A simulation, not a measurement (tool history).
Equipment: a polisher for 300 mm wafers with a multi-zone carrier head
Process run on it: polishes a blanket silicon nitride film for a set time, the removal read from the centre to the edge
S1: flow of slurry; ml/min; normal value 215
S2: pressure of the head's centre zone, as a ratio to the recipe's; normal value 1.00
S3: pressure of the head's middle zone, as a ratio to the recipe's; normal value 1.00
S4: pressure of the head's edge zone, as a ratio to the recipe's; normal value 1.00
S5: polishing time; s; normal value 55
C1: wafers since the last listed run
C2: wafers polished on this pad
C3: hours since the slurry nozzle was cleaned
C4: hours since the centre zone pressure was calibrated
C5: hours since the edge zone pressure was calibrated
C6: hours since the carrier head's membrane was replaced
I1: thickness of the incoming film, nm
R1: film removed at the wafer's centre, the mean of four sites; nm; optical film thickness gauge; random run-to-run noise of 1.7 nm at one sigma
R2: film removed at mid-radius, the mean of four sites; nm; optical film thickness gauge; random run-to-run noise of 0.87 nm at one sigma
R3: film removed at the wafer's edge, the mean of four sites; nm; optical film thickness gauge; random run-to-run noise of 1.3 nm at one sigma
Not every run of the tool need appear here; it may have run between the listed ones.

Run 1, day 0.000: usual settings; C1 0; C2 24; C3 513.3; C4 689.3; C5 266.5; C6 729.4; I1 833.5. Result: R1 131.0 nm, R2 120.5 nm, R3 116.2 nm.
Run 2, day 1.071: usual settings but S4 0.94; C1 163; C2 187; C3 539.0; C4 715.0; C5 292.2; C6 755.1; I1 819.1. Result: R1 130.5 nm, R2 119.5 nm, R3 111.5 nm.
Run 3, day 1.629: usual settings but S4 0.94; C1 85; C2 272; C3 552.4; C4 728.4; C5 305.6; C6 768.5; I1 819.7. Result: R1 130.3 nm, R2 120.9 nm, R3 112.4 nm.
Run 4, day 2.300: usual settings but S5 46 s; C1 102; C2 374; C3 568.5; C4 744.5; C5 321.7; C6 784.6; I1 818.9. Result: R1 111.8 nm, R2 100.3 nm, R3 97.7 nm.
Run 5, day 2.933: usual settings but S3 0.96; C1 96; C2 471; C3 583.7; C4 759.7; C5 336.9; C6 799.8; I1 805.4. Result: R1 136.0 nm, R2 115.3 nm, R3 115.5 nm.
Run 6, day 3.458: usual settings but S3 0.96; C1 80; C2 551; C3 596.3; C4 772.3; C5 349.5; C6 812.4; I1 811.5. Result: R1 129.6 nm, R2 117.2 nm, R3 116.1 nm.
At day 5.571: worn pad replaced by a new one.
Run 7, day 6.646: usual settings; C1 460; C2 163; C3 672.8; C4 848.8; C5 426.0; C6 888.9; I1 813.8. Result: R1 136.3 nm, R2 119.3 nm, R3 117.8 nm.
Run 8, day 7.817: usual settings; C1 178; C2 342; C3 700.9; C4 876.9; C5 454.1; C6 917.0; I1 822.4. Result: R1 129.6 nm, R2 121.1 nm, R3 116.3 nm.
At day 8.471: carrier head's membrane replaced by a new one, of another model than before.
Run 9, day 8.992: usual settings; C1 147; C2 489; C3 729.1; C4 905.1; C5 482.3; C6 12.5; I1 806.3. Result: R1 139.8 nm, R2 120.6 nm, R3 117.2 nm.
Run 10, day 9.750: usual settings; C1 115; C2 605; C3 747.3; C4 923.3; C5 500.5; C6 30.7; I1 831.5. Result: R1 138.2 nm, R2 121.3 nm, R3 115.3 nm.
Run 11, day 10.658: usual settings but S1 170 ml/min; C1 138; C2 743; C3 769.1; C4 945.1; C5 522.3; C6 52.5; I1 833.2. Result: R1 130.0 nm, R2 117.5 nm, R3 112.9 nm.
At day 11.362: worn pad replaced by a new one.
Run 12, day 11.492: usual settings; C1 101; C2 19; C3 789.1; C4 965.1; C5 542.3; C6 72.5; I1 817.3. Result: R1 139.3 nm, R2 120.3 nm, R3 116.4 nm.
At day 11.625: slurry nozzle cleaned.
Run 13, day 12.562: usual settings; C1 156; C2 176; C3 22.5; C4 990.8; C5 568.0; C6 98.2; I1 818.4. Result: R1 134.9 nm, R2 120.3 nm, R3 116.5 nm.
Run 14, day 13.688: usual settings but S2 1.08, S5 62 s; C1 171; C2 348; C3 49.5; C4 1017.8; C5 595.0; C6 125.2; I1 818.4. Result: R1 171.5 nm, R2 134.6 nm, R3 129.9 nm.
Run 15, day 14.275: usual settings but S5 73 s; C1 89; C2 437; C3 63.6; C4 1031.9; C5 609.1; C6 139.3; I1 812.4. Result: R1 183.1 nm, R2 160.0 nm, R3 150.4 nm.
Run 16, day 15.408: usual settings but S3 0.90; C1 172; C2 610; C3 90.8; C4 1059.1; C5 636.3; C6 166.5; I1 826.7. Result: R1 136.3 nm, R2 113.2 nm, R3 116.8 nm.
At day 17.500: worn pad replaced by a new one.
Run 17, day 19.596: usual settings but S1 175 ml/min, S3 0.91, S4 1.05; C1 613; C2 319; C3 191.3; C4 1159.6; C5 736.8; C6 267.0; I1 821.3. Result: R1 133.9 nm, R2 111.7 nm, R3 115.0 nm.
Run 18, day 20.267: usual settings but S2 0.90, S3 0.93; C1 102; C2 421; C3 207.4; C4 1175.7; C5 752.9; C6 283.1; I1 821.5. Result: R1 120.9 nm, R2 117.4 nm, R3 114.1 nm.
At day 20.829: edge zone pressure recalibrated.
Run 19, day 20.850: usual settings but S1 190 ml/min, S2 0.89, S4 0.89, S5 44 s; C1 76; C2 498; C3 221.4; C4 1189.7; C5 0.5; C6 297.1; I1 837.4. Result: R1 91.3 nm, R2 95.1 nm, R3 87.7 nm.
At day 21.504: centre zone pressure recalibrated.
At day 23.088: worn pad replaced by a new one.
Run 20, day 23.108: usual settings but S2 0.91, S3 0.97; C1 306; C2 3; C3 275.6; C4 38.5; C5 54.7; C6 351.3; I1 824.0. Result: R1 103.3 nm, R2 119.6 nm, R3 117.7 nm.
Run 21, day 25.896: usual settings but S3 1.10; C1 425; C2 428; C3 342.5; C4 105.4; C5 121.6; C6 418.2; I1 822.6. Result: R1 119.0 nm, R2 126.2 nm, R3 114.8 nm.
Run 22, day 26.796: usual settings but S2 1.04, S3 0.90; C1 137; C2 565; C3 364.1; C4 127.0; C5 143.2; C6 439.8; I1 818.5. Result: R1 126.8 nm, R2 115.2 nm, R3 114.7 nm.
Run 23, day 27.942: usual settings but S4 0.94, S5 37 s; C1 174; C2 740; C3 391.6; C4 154.5; C5 170.7; C6 467.3; I1 823.0. Result: R1 81.5 nm, R2 81.7 nm, R3 76.7 nm.

For some of the steps in R1 from one run to the next: how much would appear even if the tool had no hidden state, given the settings, what came in and random variation, and how much remains for the hidden state plus any gauge scatter that the measured result and the result without hidden state don't share?
What the log doesn't record here: removal rate lost through wear of the pad, %; slurry flow missing at the pad, %; deviation of the centre zone's pressure from its setpoint, %; deviation of the edge zone's pressure from its setpoint, %.
Run 15 -> 16: S3 1.00 -> 0.90, S5 73 -> 55. R1 -46.8 nm: hidden state -6.6, all else -40.2.
Run 19 -> 20: S1 190 -> 215, S2 0.89 -> 0.91, S3 1.00 -> 0.97, S4 0.89 -> 1.00, S5 44 -> 55, centre zone pressure recalibrated, worn pad replaced by a new one. R1 +12.0 nm: hidden state -14.2, all else +26.2.
Run 22 -> 23: S2 1.04 -> 1.00, S3 0.90 -> 1.00, S4 1.00 -> 0.94, S5 55 -> 37. R1 -45.3 nm: hidden state -0.3, all else -45.0.
